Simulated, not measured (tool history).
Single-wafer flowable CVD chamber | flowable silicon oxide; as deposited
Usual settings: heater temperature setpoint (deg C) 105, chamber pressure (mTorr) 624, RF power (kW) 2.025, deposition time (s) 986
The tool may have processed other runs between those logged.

| run | hour | heater temperature setpoint (deg C) | chamber pressure (mTorr) | RF power (kW) | deposition time (s) | read-back reference wafer on the same gauge, thickness_nm | mean film thickness on the monitor wafer (nm) |
|---|---|---|---|---|---|---|---|
| 1 | 0 | 105 | 624 | 1.73 | 986 | 357.395 | 306.022 |
| 2 | 10.6 | 105 | 624 | 2.025 | 986 | 358.538 | 325.957 |
| 3 | 19.2 | 105 | 624 | 2.025 | 986 | 357.596 | 324.589 |
| 4 | 34.3 | 105 | 624 | 2.025 | 986 | 359.312 | 323.427 |
| 5 | 48.7 | 105 | 624 | 2.025 | 986 | 358.463 | 322.785 |
|  | 60.1 | capacitance manometer re-zeroed and calibrated |
| 6 | 61.2 | 92 | 549 | 1.84 | 828 | 357.064 | 381.585 |
| 7 | 76.9 | 98 | 624 | 2.025 | 986 | 357.04 | 419.153 |
| 8 | 91.6 | 105 | 624 | 2.025 | 986 | 358.027 | 320.811 |
| 9 | 103.8 | 105 | 624 | 2.025 | 810 | 358.863 | 266.334 |
| 10 | 115.3 | 105 | 624 | 2.025 | 1105 | 357.451 | 360.288 |
| 11 | 131.9 | 105 | 778 | 2.025 | 986 | 357 | 402.11 |
|  | 146.1 | RF generator calibrated |
| 12 | 148.7 | 105 | 624 | 2.025 | 986 | 358.112 | 320.235 |
| 13 | 164 | 105 | 624 | 2.27 | 1129 | 357.564 | 379.449 |
| 14 | 171.7 | 105 | 624 | 2.025 | 986 | 358.794 | 323.163 |
|  | 176.9 | gauge calibrated |
| 15 | 178.4 | 105 | 624 | 2.025 | 986 | 356.688 | 323.739 |
| 16 | 193.1 | 105 | 624 | 2.025 | 986 | 357.28 | 321.802 |
|  | 226.1 | thermocouple changed; heater temperature recalibrated |
|  | 232.8 | showerhead replaced |
| 17 | 235.3 | 105 | 624 | 2.025 | 986 | 358.625 | 369.29 |
| 18 | 243.6 | 91 | 624 | 2.025 | 797 | 358.341 | 503.902 |
| 19 | 255.5 | 97 | 624 | 1.9 | 986 | 357.291 | 484.287 |
| 20 | 267.5 | 98 | 545 | 2.24 | 1058 | 357.156 | 460.067 |
| 21 | 277.8 | 111 | 568 | 2.31 | 1134 | 358.75 | 316.61 |
| 22 | 289.4 | 110 | 708 | 2.295 | 986 | 358.144 | 346.704 |
| 23 | 297.6 | 96 | 490 | 1.77 | 896 | 356.97 | 347.777 |
| 24 | 309.8 | 105 | 624 | 2.025 | 986 | 358.419 | 361.677 |
| 25 | 326.4 | 93 | 493 | 2.36 | 1166 | 358.415 | 548.717 |
| 26 | 342.9 | 105 | 624 | 1.63 | 986 | 358.951 | 325.492 |
| 27 | 354.6 | 105 | 624 | 2.025 | 1099 | 357.844 | 395.94 |
| 28 | 403.1 | 105 | 762 | 1.895 | 986 | 357.462 | 413.544 |
| 29 | 413.6 | 105 | 624 | 2.36 | 986 | 357.368 | 361.024 |

Some steps in mean film thickness on the monitor wafer (nm) between neighbouring runs. How much of each would the tool show without its hidden state too (settings, what came in, random variation), and how much is left for the hidden state, with any gauge scatter that isn't in both results?
Unlogged tool condition in this case: wafer temperature above the value expected at the setpoint (K); delivered RF power above the setpoint (%); true pressure above the setpoint (%); gauge reads high (%).
Run 9 -> 10: deposition time (s) 810 -> 1105. mean film thickness on the monitor wafer (nm) +93.954: hidden state -12.708, all else +106.662.
Run 16 -> 17: thermocouple changed; heater temperature recalibrated, showerhead replaced. mean film thickness on the monitor wafer (nm) +47.488: hidden state +44.908, all else +2.58.
Run 24 -> 25: heater temperature setpoint (deg C) 105 -> 93, chamber pressure (mTorr) 624 -> 493, RF power (kW) 2.025 -> 2.36, deposition time (s) 986 -> 1166. mean film thickness on the monitor wafer (nm) +187.04: hidden state -7.152, all else +194.192.
Run 25 -> 26: heater temperature setpoint (deg C) 93 -> 105, chamber pressure (mTorr) 493 -> 624, RF power (kW) 2.36 -> 1.63, deposition time (s) 1166 -> 986. mean film thickness on the monitor wafer (nm) -223.225: hidden state +4.875, all else -228.1.
